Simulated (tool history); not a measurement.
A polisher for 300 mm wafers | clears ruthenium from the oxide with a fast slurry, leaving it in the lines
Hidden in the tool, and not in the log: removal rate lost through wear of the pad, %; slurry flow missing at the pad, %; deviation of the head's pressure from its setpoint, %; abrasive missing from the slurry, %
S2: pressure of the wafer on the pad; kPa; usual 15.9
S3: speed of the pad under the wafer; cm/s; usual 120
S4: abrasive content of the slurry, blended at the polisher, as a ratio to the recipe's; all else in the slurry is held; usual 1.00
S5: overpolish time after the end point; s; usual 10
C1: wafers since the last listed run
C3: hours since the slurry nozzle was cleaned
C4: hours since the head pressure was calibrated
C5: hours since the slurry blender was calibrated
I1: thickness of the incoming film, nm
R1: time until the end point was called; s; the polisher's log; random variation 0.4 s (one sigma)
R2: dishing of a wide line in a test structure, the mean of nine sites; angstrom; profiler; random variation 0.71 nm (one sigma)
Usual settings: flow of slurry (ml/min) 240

run 1 hour=0.0 | flow_of_slurry_(ml/min)=240 S2=15.9 S3=120 S4=1.00 S5=10 | C1=0 wafers_polished_on_this_pad=528 C3=624.3 C4=963.1 C5=73.1 | I1=148.8 | R1=39.3 R2=289
run 2 hour=7.1 | flow_of_slurry_(ml/min)=240 S2=15.9 S3=120 S4=1.00 S5=10 | C1=78 wafers_polished_on_this_pad=606 C3=631.4 C4=970.2 C5=80.2 | I1=150.7 | R1=38.3 R2=285
run 3 hour=24.9 | flow_of_slurry_(ml/min)=240 S2=15.9 S3=120 S4=1.00 S5=10 | C1=196 wafers_polished_on_this_pad=803 C3=649.2 C4=988.0 C5=98.0 | I1=151.3 | R1=40.2 R2=290
run 4 hour=31.1 | flow_of_slurry_(ml/min)=240 S2=15.9 S3=120 S4=1.00 S5=10 | C1=68 wafers_polished_on_this_pad=872 C3=655.4 C4=994.2 C5=104.2 | I1=151.9 | R1=39.6 R2=276
run 5 hour=44.7 | flow_of_slurry_(ml/min)=240 S2=15.9 S3=120 S4=1.00 S5=10 | C1=150 wafers_polished_on_this_pad=1022 C3=669.0 C4=1007.8 C5=117.8 | I1=151.5 | R1=41.0 R2=284
run 6 hour=62.7 | flow_of_slurry_(ml/min)=240 S2=15.9 S3=120 S4=1.00 S5=10 | C1=199 wafers_polished_on_this_pad=1221 C3=687.0 C4=1025.8 C5=135.8 | I1=147.7 | R1=39.3 R2=287
-- hour=72.8 worn pad replaced by a new one
run 7 hour=80.6 | flow_of_slurry_(ml/min)=215 S2=15.9 S3=120 S4=1.00 S5=10 | C1=153 wafers_polished_on_this_pad=86 C3=704.9 C4=1043.7 C5=153.7 | I1=147.3 | R1=36.5 R2=314
run 8 hour=92.6 | flow_of_slurry_(ml/min)=215 S2=15.9 S3=120 S4=1.00 S5=10 | C1=132 wafers_polished_on_this_pad=218 C3=716.9 C4=1055.7 C5=165.7 | I1=150.1 | R1=37.2 R2=294
run 9 hour=103.3 | flow_of_slurry_(ml/min)=215 S2=15.9 S3=120 S4=1.00 S5=10 | C1=118 wafers_polished_on_this_pad=337 C3=727.6 C4=1066.4 C5=176.4 | I1=149.5 | R1=38.4 R2=293
run 10 hour=116.0 | flow_of_slurry_(ml/min)=240 S2=15.9 S3=138 S4=1.00 S5=10 | C1=140 wafers_polished_on_this_pad=477 C3=740.3 C4=1079.1 C5=189.1 | I1=151.2 | R1=34.0 R2=324
-- hour=124.7 head pressure recalibrated
run 11 hour=132.9 | flow_of_slurry_(ml/min)=240 S2=15.9 S3=138 S4=1.00 S5=10 | C1=164 wafers_polished_on_this_pad=642 C3=757.2 C4=8.2 C5=206.0 | I1=153.5 | R1=35.0 R2=320
run 12 hour=149.9 | flow_of_slurry_(ml/min)=290 S2=20.0 S3=138 S4=1.00 S5=14 | C1=187 wafers_polished_on_this_pad=830 C3=774.2 C4=25.2 C5=223.0 | I1=152.2 | R1=30.1 R2=479
run 13 hour=157.3 | flow_of_slurry_(ml/min)=290 S2=20.0 S3=138 S4=1.00 S5=14 | C1=81 wafers_polished_on_this_pad=912 C3=781.6 C4=32.6 C5=230.4 | I1=149.6 | R1=29.4 R2=473
-- hour=171.5 worn pad replaced by a new one
run 14 hour=175.6 | flow_of_slurry_(ml/min)=265 S2=15.9 S3=120 S4=0.90 S5=10 | C1=158 wafers_polished_on_this_pad=44 C3=799.9 C4=50.9 C5=248.7 | I1=150.1 | R1=38.4 R2=293
run 15 hour=184.5 | flow_of_slurry_(ml/min)=300 S2=15.9 S3=120 S4=1.10 S5=10 | C1=98 wafers_polished_on_this_pad=143 C3=808.8 C4=59.8 C5=257.6 | I1=150.4 | R1=34.2 R2=336
run 16 hour=201.9 | flow_of_slurry_(ml/min)=295 S2=15.9 S3=132 S4=1.00 S5=10 | C1=192 wafers_polished_on_this_pad=335 C3=826.2 C4=77.2 C5=275.0 | I1=149.0 | R1=33.7 R2=332
run 17 hour=211.2 | flow_of_slurry_(ml/min)=240 S2=15.9 S3=120 S4=1.00 S5=10 | C1=102 wafers_polished_on_this_pad=438 C3=835.5 C4=86.5 C5=284.3 | I1=152.7 | R1=37.9 R2=293
-- hour=236.5 slurry blender recalibrated
run 18 hour=249.2 | flow_of_slurry_(ml/min)=240 S2=18.6 S3=120 S4=1.00 S5=10 | C1=398 wafers_polished_on_this_pad=836 C3=873.5 C4=124.5 C5=12.7 | I1=151.4 | R1=35.3 R2=314
run 19 hour=262.4 | flow_of_slurry_(ml/min)=215 S2=15.9 S3=120 S4=1.00 S5=10 | C1=145 wafers_polished_on_this_pad=982 C3=886.7 C4=137.7 C5=25.9 | I1=149.2 | R1=38.9 R2=283
-- hour=265.8 slurry nozzle cleaned
run 20 hour=273.3 | flow_of_slurry_(ml/min)=240 S2=12.4 S3=120 S4=1.00 S5=10 | C1=109 wafers_polished_on_this_pad=1092 C3=7.5 C4=148.6 C5=36.8 | I1=150.3 | R1=45.6 R2=252
-- hour=277.7 worn pad replaced by a new one
run 21 hour=289.8 | flow_of_slurry_(ml/min)=240 S2=15.9 S3=106 S4=1.00 S5=10 | C1=138 wafers_polished_on_this_pad=133 C3=24.0 C4=165.1 C5=53.3 | I1=148.8 | R1=41.3 R2=279
run 22 hour=342.2 | flow_of_slurry_(ml/min)=240 S2=15.9 S3=120 S4=1.00 S5=10 | C1=579 wafers_polished_on_this_pad=713 C3=76.4 C4=217.5 C5=105.7 | I1=148.7 | R1=38.7 R2=293
run 23 hour=358.0 | flow_of_slurry_(ml/min)=205 S2=17.2 S3=144 S4=1.10 S5=10 | C1=174 wafers_polished_on_this_pad=887 C3=92.2 C4=233.3 C5=121.5 | I1=149.9 | R1=30.2 R2=370

What the log doesn't show, run by run:
slurry flow missing at the pad, %: 0 in every run
deviation of the head's pressure from its setpoint, %: 0 in every run
abrasive missing from the slurry, %: 0 in every run
H1: removal rate lost through wear of the pad, %
run=1 H1=10.2
run=2 H1=10.8
run=3 H1=11.9
run=4 H1=12.2
run=5 H1=12.7
run=6 H1=13.1
run=7 H1=4.03
run=8 H1=6.82
run=9 H1=8.66
run=10 H1=10.3
run=11 H1=11.7
run=12 H1=12.7
run=13 H1=13
run=14 H1=1.74
run=15 H1=4.12
run=16 H1=7.42
run=17 H1=8.65
run=18 H1=11.5
run=19 H1=11.9
run=20 H1=12.2
run=21 H1=4.12
run=22 H1=11
run=23 H1=11.8
